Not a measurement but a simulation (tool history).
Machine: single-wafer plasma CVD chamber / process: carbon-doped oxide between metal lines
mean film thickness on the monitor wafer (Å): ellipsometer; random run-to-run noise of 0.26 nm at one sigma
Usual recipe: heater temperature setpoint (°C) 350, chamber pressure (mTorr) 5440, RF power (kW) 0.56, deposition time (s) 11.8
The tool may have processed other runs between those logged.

| run | hour | heater temperature setpoint (°C) | chamber pressure (mTorr) | RF power (kW) | deposition time (s) | wafers since the last listed run | hours since the last thermocouple change | hours since the last RF generator calibration | hours since the last manometer calibration | hours since the showerhead was replaced | hours since the gauge calibration | read-back reference wafer on the same gauge, thickness_nm | mean film thickness on the monitor wafer (Å) |
|---|---|---|---|---|---|---|---|---|---|---|---|---|---|
| 1 | 0 | 350 | 5440 | 0.56 | 11.8 | 0 | 1548.1 | 1108 | 2614.7 | 6149.1 | 1181.6 | 57.893 | 665.21 |
| 2 | 67.2 | 350 | 5440 | 0.56 | 11.8 | 2784 | 1615.3 | 1175.2 | 2681.9 | 6216.3 | 1248.8 | 57.849 | 665.96 |
|  | 90.6 | RF generator calibrated |
|  | 111 | showerhead replaced |
|  | 120 | capacitance manometer re-zeroed and calibrated |
| 3 | 120.5 | 350 | 5440 | 0.56 | 11.8 | 1214 | 1668.6 | 29.9 | 0.5 | 9.5 | 1302.1 | 57.829 | 693.55 |
| 4 | 202.9 | 350 | 5440 | 0.56 | 11.8 | 3414 | 1751 | 112.3 | 82.9 | 91.9 | 1384.5 | 57.912 | 687.06 |
| 5 | 248.1 | 350 | 6290 | 0.56 | 11.8 | 1872 | 1796.2 | 157.5 | 128.1 | 137.1 | 1429.7 | 57.931 | 697.72 |
| 6 | 307.5 | 350 | 6290 | 0.56 | 11.8 | 2461 | 1855.6 | 216.9 | 187.5 | 196.5 | 1489.1 | 57.893 | 696.29 |
| 7 | 380.9 | 363 | 6450 | 0.56 | 11.8 | 3041 | 1929 | 290.3 | 260.9 | 269.9 | 1562.5 | 57.829 | 670.78 |
| 8 | 445.4 | 350 | 4460 | 0.56 | 10.7 | 2672 | 1993.5 | 354.8 | 325.4 | 334.4 | 1627 | 57.84 | 611.45 |
| 9 | 519.5 | 350 | 5440 | 0.56 | 12.3 | 3070 | 2067.6 | 428.9 | 399.5 | 408.5 | 1701.1 | 57.936 | 714.95 |
|  | 578.1 | thermocouple changed; heater temperature recalibrated |
| 10 | 579.6 | 350 | 5440 | 0.56 | 11.8 | 2158 | 1.5 | 489 | 459.6 | 468.6 | 1761.2 | 57.919 | 699.96 |
| 11 | 643.3 | 350 | 5440 | 0.56 | 11.8 | 2639 | 65.2 | 552.7 | 523.3 | 532.3 | 1824.9 | 57.858 | 695.41 |
| 12 | 688.3 | 350 | 4400 | 0.56 | 11.8 | 1864 | 110.2 | 597.7 | 568.3 | 577.3 | 1869.9 | 57.896 | 679.42 |
| 13 | 792.6 | 337 | 5440 | 0.5 | 9.7 | 4321 | 214.5 | 702 | 672.6 | 681.6 | 1974.2 | 57.909 | 532.73 |
| 14 | 898.7 | 350 | 5440 | 0.56 | 11.8 | 4396 | 320.6 | 808.1 | 778.7 | 787.7 | 2080.3 | 57.908 | 685.63 |
| 15 | 984.6 | 350 | 5440 | 0.56 | 11.8 | 3559 | 406.5 | 894 | 864.6 | 873.6 | 2166.2 | 57.871 | 681.2 |
| 16 | 1050.1 | 361 | 6140 | 0.56 | 11.8 | 2713 | 472 | 959.5 | 930.1 | 939.1 | 2231.7 | 57.908 | 662.51 |
| 17 | 1110.6 | 350 | 5440 | 0.56 | 11.8 | 2506 | 532.5 | 1020 | 990.6 | 999.6 | 2292.2 | 57.867 | 676.14 |
|  | 1162.4 | RF generator calibrated |
|  | 1181.2 | gauge calibrated |
| 18 | 1420.7 | 350 | 4410 | 0.465 | 14.1 | 12517 | 842.6 | 258.3 | 1300.7 | 1309.7 | 239.5 | 57.835 | 672 |
| 19 | 1524.7 | 345 | 5440 | 0.455 | 12.7 | 4309 | 946.6 | 362.3 | 1404.7 | 1413.7 | 343.5 | 57.902 | 607.2 |
| 20 | 1569 | 350 | 4680 | 0.56 | 13.4 | 1835 | 990.9 | 406.6 | 1449 | 1458 | 387.8 | 57.941 | 779.39 |
| 21 | 1676.2 | 350 | 5440 | 0.61 | 11.8 | 4441 | 1098.1 | 513.8 | 1556.2 | 1565.2 | 495 | 57.878 | 749.63 |
| 22 | 1754.4 | 355 | 5440 | 0.61 | 10.9 | 3240 | 1176.3 | 592 | 1634.4 | 1643.4 | 573.2 | 57.892 | 681.13 |
| 23 | 1815 | 350 | 5440 | 0.56 | 11.8 | 2510 | 1236.9 | 652.6 | 1695 | 1704 | 633.8 | 57.952 | 689.1 |
| 24 | 1894 | 355 | 5440 | 0.59 | 11.8 | 3273 | 1315.9 | 731.6 | 1774 | 1783 | 712.8 | 57.869 | 704.47 |
| 25 | 1978.5 | 350 | 5440 | 0.495 | 11.8 | 3501 | 1400.4 | 816.1 | 1858.5 | 1867.5 | 797.3 | 57.898 | 605.55 |
| 26 | 2035.8 | 350 | 5950 | 0.56 | 11.8 | 2374 | 1457.7 | 873.4 | 1915.8 | 1924.8 | 854.6 | 57.9 | 681.77 |
|  | 2102.2 | RF generator calibrated |
| 27 | 2123.4 | 350 | 5440 | 0.56 | 11.8 | 3298 | 1545.3 | 21.2 | 2003.4 | 2012.4 | 942.2 | 57.844 | 693.93 |

Hidden state at the last listed run before each entry between runs and at the first one after, where it differs:
Logged between run 2 and run 3: RF generator calibrated (hour 90.6); showerhead replaced (hour 111); capacitance manometer re-zeroed and calibrated (hour 120)
  wafer temperature above the value expected at the setpoint (K): 4.42 -> 4.56; delivered RF power above the setpoint (%): -4.58 -> -0.303
  measured minus no-state result, mean film thickness on the monitor wafer (Å): -39.39 -> -11.79
Logged between run 9 and run 10: thermocouple changed; heater temperature recalibrated (hour 578.1)
  wafer temperature above the value expected at the setpoint (K): 5.55 -> -0.997; delivered RF power above the setpoint (%): -0.895 -> -1.07
  measured minus no-state result, mean film thickness on the monitor wafer (Å): -18.31 -> -4.52
Logged between run 17 and run 18: RF generator calibrated (hour 1162.4); gauge calibrated (hour 1181.2)
  wafer temperature above the value expected at the setpoint (K): 0.321 -> 1.09; delivered RF power above the setpoint (%): -3.66 -> -0.429
  measured minus no-state result, mean film thickness on the monitor wafer (Å): -24.56 -> -5.47
Logged between run 26 and run 27: RF generator calibrated (hour 2102.2)
  wafer temperature above the value expected at the setpoint (K): 2.62 -> 2.83; delivered RF power above the setpoint (%): -2.68 -> -0.717
  measured minus no-state result, mean film thickness on the monitor wafer (Å): -23.03 -> -10.71
